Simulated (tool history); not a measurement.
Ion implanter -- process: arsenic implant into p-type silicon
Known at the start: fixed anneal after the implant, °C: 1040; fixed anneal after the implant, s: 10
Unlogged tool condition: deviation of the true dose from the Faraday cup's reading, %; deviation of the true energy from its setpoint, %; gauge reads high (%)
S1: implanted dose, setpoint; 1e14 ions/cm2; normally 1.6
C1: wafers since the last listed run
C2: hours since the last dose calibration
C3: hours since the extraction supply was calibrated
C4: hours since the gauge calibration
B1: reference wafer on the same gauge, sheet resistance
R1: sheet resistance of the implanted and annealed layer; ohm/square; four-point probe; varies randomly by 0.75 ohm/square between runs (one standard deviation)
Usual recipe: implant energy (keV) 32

Run 1, hour 0: usual settings but S1 1.27 1e14 ions/cm2; C1 0; C2 1717.2; C3 6271.1; C4 63.7; B1 433.07. Result: R1 530.82 ohm/square.
Run 2, hour 20.6: usual settings; C1 682; C2 1737.8; C3 6291.7; C4 84.3; B1 432.84. Result: R1 451.22 ohm/square.
Run 3, hour 42.7: usual settings; C1 731; C2 1759.9; C3 6313.8; C4 106.4; B1 432.99. Result: R1 452.82 ohm/square.
Run 4, hour 77.3: usual settings; C1 1145; C2 1794.5; C3 6348.4; C4 141; B1 432.96. Result: R1 453.3 ohm/square.
Run 5, hour 104.9: usual settings but implant energy (keV) 28.5; C1 914; C2 1822.1; C3 6376; C4 168.6; B1 432.76. Result: R1 461.71 ohm/square.
Run 6, hour 128.7: usual settings but S1 1.72 1e14 ions/cm2, implant energy (keV) 27.5; C1 788; C2 1845.9; C3 6399.8; C4 192.4; B1 433.14. Result: R1 440.61 ohm/square.
Run 7, hour 162.5: usual settings; C1 1119; C2 1879.7; C3 6433.6; C4 226.2; B1 433.08. Result: R1 453.78 ohm/square.
Run 8, hour 197.6: usual settings; C1 1162; C2 1914.8; C3 6468.7; C4 261.3; B1 433.18. Result: R1 452.77 ohm/square.
At hour 227.3: Faraday cup replaced and dose calibrated.
Run 9, hour 227.8: usual settings but S1 1.8 1e14 ions/cm2; C1 735; C2 0.5; C3 6498.9; C4 291.5; B1 433.41. Result: R1 403.91 ohm/square.
At hour 249.1: gauge calibrated.
Run 10, hour 254.1: usual settings but S1 1.8 1e14 ions/cm2; C1 870; C2 26.8; C3 6525.2; C4 5; B1 432.99. Result: R1 402.34 ohm/square.
Run 11, hour 268.2: usual settings but S1 1.99 1e14 ions/cm2, implant energy (keV) 28.5; C1 466; C2 40.9; C3 6539.3; C4 19.1; B1 432.84. Result: R1 381.55 ohm/square.
Run 12, hour 304.2: usual settings but S1 1.46 1e14 ions/cm2, implant energy (keV) 27.5; C1 1192; C2 76.9; C3 6575.3; C4 55.1; B1 433.55. Result: R1 479.24 ohm/square.
Run 13, hour 330.3: usual settings; C1 864; C2 103; C3 6601.4; C4 81.2; B1 432.45. Result: R1 438.02 ohm/square.
Run 14, hour 363: usual settings but implant energy (keV) 35.5; C1 1082; C2 135.7; C3 6634.1; C4 113.9; B1 433.31. Result: R1 432.05 ohm/square.
Run 15, hour 384.1: usual settings but S1 1.97 1e14 ions/cm2, implant energy (keV) 40; C1 698; C2 156.8; C3 6655.2; C4 135; B1 432.86. Result: R1 365.16 ohm/square.
At hour 392.3: extraction supply calibrated.
Run 16, hour 417.9: usual settings but S1 1.36 1e14 ions/cm2, implant energy (keV) 24; C1 854; C2 190.6; C3 25.6; C4 168.8; B1 433.17. Result: R1 517.19 ohm/square.
Run 17, hour 437.2: usual settings; C1 639; C2 209.9; C3 44.9; C4 188.1; B1 432.94. Result: R1 438.6 ohm/square.
Run 18, hour 461.9: usual settings but S1 1.31 1e14 ions/cm2, implant energy (keV) 23; C1 817; C2 234.6; C3 69.6; C4 212.8; B1 432.94. Result: R1 534.91 ohm/square.
Run 19, hour 488.3: usual settings but S1 1.28 1e14 ions/cm2, implant energy (keV) 41.5; C1 874; C2 261; C3 96; C4 239.2; B1 432.84. Result: R1 492.73 ohm/square.
Run 20, hour 501.8: usual settings but S1 1.39 1e14 ions/cm2, implant energy (keV) 36.5; C1 447; C2 274.5; C3 109.5; C4 252.7; B1 432.97. Result: R1 474.74 ohm/square.

5 ways to go on from here, each from the tool as it stands after run 20. What would each give?
Run A, hour 502.2: usual settings; C1 13; C2 274.9; C3 109.9; C4 253.1; B1 ?. Result: R1 ?.
Run B, hour 502.2: usual settings but S1 1.15 1e14 ions/cm2, implant energy (keV) 26; C1 13; C2 274.9; C3 109.9; C4 253.1; B1 ?. Result: R1 ?.
Run C, hour 502.2: usual settings but S1 1.19 1e14 ions/cm2, implant energy (keV) 23.5; C1 13; C2 274.9; C3 109.9; C4 253.1; B1 ?. Result: R1 ?.
Run D, hour 502.2: usual settings but S1 1.37 1e14 ions/cm2, implant energy (keV) 27.5; C1 13; C2 274.9; C3 109.9; C4 253.1; B1 ?. Result: R1 ?.
Run E, hour 502.2: usual settings but S1 1.73 1e14 ions/cm2, implant energy (keV) 40; C1 13; C2 274.9; C3 109.9; C4 253.1; B1 ?. Result: R1 ?.

run      B1      R1
  A  432.95  440.73
  B  432.95  576.42
  C  432.95  572.72
  D  432.95  504.72
  E  432.95  401.88
Take away the tool's hidden state, keep each run's random variation, and the runs would have read:
run      R1
  A  437.88
  B  572.77
  C  569.06
  D  501.48
  E   399.3
